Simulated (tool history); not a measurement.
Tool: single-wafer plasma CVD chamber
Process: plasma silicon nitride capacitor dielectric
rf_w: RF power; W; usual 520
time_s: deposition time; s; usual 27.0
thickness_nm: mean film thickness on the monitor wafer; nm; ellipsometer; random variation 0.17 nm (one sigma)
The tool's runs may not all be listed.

run	hour	rf_w	time_s	read-back reference wafer on the same gauge, thickness_nm	thickness_nm
1	0.0	520	27.0	40.775	45.880
2	81.2	520	27.0	40.800	45.570
3	143.9	520	27.0	40.780	46.002
4	195.7	520	27.0	40.891	45.535
5	292.1	520	27.0	40.998	45.848
6	364.2	520	27.0	41.049	45.737
# hour 409.2: gauge calibrated
7	410.7	520	27.0	40.036	44.541
8	477.2	520	27.0	40.104	44.651
9	527.5	460	22.9	40.152	36.148
10	590.1	520	22.3	40.204	37.091
11	685.7	520	27.0	40.320	45.450
12	726.7	605	22.6	40.342	40.074
# hour 771.7: RF generator calibrated
13	772.2	520	27.0	40.404	45.049
14	818.8	615	25.2	40.458	44.953
# hour 840.2: showerhead replaced
15	900.3	425	30.9	40.480	47.570
16	1092.8	465	28.9	40.682	46.788
17	1171.9	455	22.3	40.672	35.765
18	1222.0	475	32.1	40.760	52.398
19	1268.6	520	27.0	40.828	45.526

What the log doesn't show, run by run:
delivered RF power above the setpoint (%): 0 in every run
H1: gauge reads high (%)
run	H1
1	1.57
2	1.75
3	1.88
4	1.99
5	2.2
6	2.36
7	-0.101
8	0.0429
9	0.152
10	0.288
11	0.495
12	0.584
13	0.683
14	0.784
15	0.961
16	1.38
17	1.55
18	1.66
19	1.76

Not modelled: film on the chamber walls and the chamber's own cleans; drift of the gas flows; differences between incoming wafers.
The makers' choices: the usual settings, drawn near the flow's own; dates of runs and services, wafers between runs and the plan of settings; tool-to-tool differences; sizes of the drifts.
